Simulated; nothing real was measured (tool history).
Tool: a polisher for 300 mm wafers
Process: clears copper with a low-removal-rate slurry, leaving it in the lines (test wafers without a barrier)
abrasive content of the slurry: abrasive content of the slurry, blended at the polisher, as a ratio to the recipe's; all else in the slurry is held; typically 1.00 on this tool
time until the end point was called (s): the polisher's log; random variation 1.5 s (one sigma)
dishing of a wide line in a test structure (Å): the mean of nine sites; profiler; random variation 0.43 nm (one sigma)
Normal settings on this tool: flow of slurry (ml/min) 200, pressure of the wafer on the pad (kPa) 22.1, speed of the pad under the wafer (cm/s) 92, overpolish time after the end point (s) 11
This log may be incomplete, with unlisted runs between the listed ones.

| run | hour | flow of slurry (ml/min) | pressure of the wafer on the pad (kPa) | speed of the pad under the wafer (cm/s) | abrasive content of the slurry | overpolish time after the end point (s) | incoming thickness of the incoming film, nm | time until the end point was called (s) | dishing of a wide line in a test structure (Å) |
|---|---|---|---|---|---|---|---|---|---|
| 1 | 0.0 | 200 | 22.1 | 92 | 1.00 | 11 | 396.2 | 94.9 | 310 |
| 2 | 64.0 | 200 | 22.1 | 92 | 1.00 | 11 | 402.7 | 97.4 | 298 |
| 3 | 108.9 | 200 | 22.1 | 92 | 1.00 | 11 | 393.4 | 94.2 | 303 |
|  | 131.9 | worn pad replaced by a new one |
| 4 | 151.4 | 200 | 22.1 | 92 | 1.00 | 11 | 397.6 | 95.2 | 309 |
| 5 | 212.0 | 200 | 22.1 | 92 | 1.00 | 11 | 397.6 | 95.3 | 304 |
| 6 | 239.2 | 200 | 22.1 | 92 | 1.00 | 11 | 401.9 | 98.0 | 306 |
|  | 257.1 | slurry nozzle cleaned |
| 7 | 309.8 | 200 | 22.1 | 92 | 1.00 | 11 | 400.3 | 95.1 | 306 |
|  | 352.6 | slurry blender recalibrated |
| 8 | 355.0 | 200 | 22.1 | 92 | 1.00 | 11 | 394.5 | 94.5 | 306 |
|  | 362.8 | worn pad replaced by a new one |
|  | 367.3 | head pressure recalibrated |
| 9 | 423.4 | 200 | 22.1 | 92 | 1.00 | 11 | 390.0 | 103.8 | 276 |
| 10 | 463.3 | 200 | 22.1 | 92 | 1.00 | 11 | 389.9 | 103.6 | 281 |
| 11 | 496.6 | 200 | 22.1 | 92 | 1.00 | 11 | 395.8 | 104.0 | 281 |
| 12 | 549.0 | 160 | 26.2 | 92 | 1.20 | 14 | 393.6 | 83.9 | 401 |
| 13 | 574.2 | 200 | 22.1 | 92 | 1.30 | 4 | 397.8 | 97.0 | 122 |
| 14 | 599.0 | 200 | 15.9 | 92 | 1.00 | 11 | 396.0 | 136.7 | 214 |
|  | 616.4 | worn pad replaced by a new one |
| 15 | 658.5 | 200 | 17.2 | 78 | 1.15 | 11 | 393.1 | 143.4 | 210 |
|  | 660.0 | slurry nozzle cleaned |
| 16 | 693.5 | 200 | 15.9 | 84 | 0.75 | 11 | 391.5 | 152.5 | 188 |
| 17 | 748.9 | 200 | 22.1 | 92 | 1.00 | 11 | 395.4 | 99.3 | 289 |
| 18 | 783.2 | 200 | 29.6 | 70 | 1.20 | 6 | 397.3 | 94.5 | 182 |
| 19 | 833.8 | 200 | 22.1 | 92 | 1.15 | 11 | 392.3 | 94.7 | 298 |
|  | 850.1 | worn pad replaced by a new one |
| 20 | 867.0 | 200 | 22.1 | 92 | 1.25 | 11 | 393.6 | 93.1 | 305 |
|  | 881.4 | slurry blender recalibrated |
| 21 | 904.9 | 200 | 22.1 | 92 | 1.00 | 11 | 397.2 | 96.6 | 302 |
| 22 | 931.5 | 160 | 17.2 | 92 | 0.70 | 7 | 387.0 | 129.5 | 149 |
| 23 | 991.5 | 200 | 22.1 | 92 | 1.00 | 11 | 398.4 | 98.0 | 307 |
| 24 | 1046.4 | 260 | 25.5 | 92 | 0.75 | 4 | 399.1 | 86.4 | 141 |
|  | 1073.1 | slurry nozzle cleaned |
| 25 | 1086.0 | 200 | 22.1 | 92 | 0.85 | 7 | 389.7 | 96.9 | 195 |
|  | 1109.0 | worn pad replaced by a new one |
| 26 | 1119.5 | 260 | 25.5 | 92 | 0.75 | 4 | 395.9 | 86.2 | 138 |
| 27 | 1155.0 | 200 | 22.1 | 92 | 1.00 | 11 | 398.5 | 98.3 | 300 |

Here are 5 independent what-if runs from the current tool condition. What would each one return?
| A | 1155.5 | 200 | 28.3 | 92 | 1.00 | 11 | 392.1 | ? | ? |
| B | 1155.5 | 200 | 26.9 | 92 | 1.00 | 16 | 392.1 | ? | ? |
| C | 1155.5 | 200 | 26.9 | 92 | 1.00 | 11 | 392.1 | ? | ? |
| D | 1155.5 | 200 | 22.1 | 114 | 0.85 | 11 | 392.1 | ? | ? |
| E | 1155.5 | 225 | 24.8 | 92 | 1.20 | 8 | 392.1 | ? | ? |

| run | time until the end point was called (s) | dishing of a wide line in a test structure (Å) |
|---|---|---|
| A | 76.3 | 367 |
| B | 80.1 | 472 |
| C | 80.1 | 352 |
| D | 80.6 | 347 |
| E | 82.5 | 262 |
With the hidden condition removed and each run's random variation left untouched, the same runs would have given:
| run | time until the end point was called (s) | dishing of a wide line in a test structure (Å) |
|---|---|---|
| A | 83.9 | 338 |
| B | 88.1 | 437 |
| C | 88.1 | 324 |
| D | 88.7 | 320 |
| E | 90.8 | 240 |
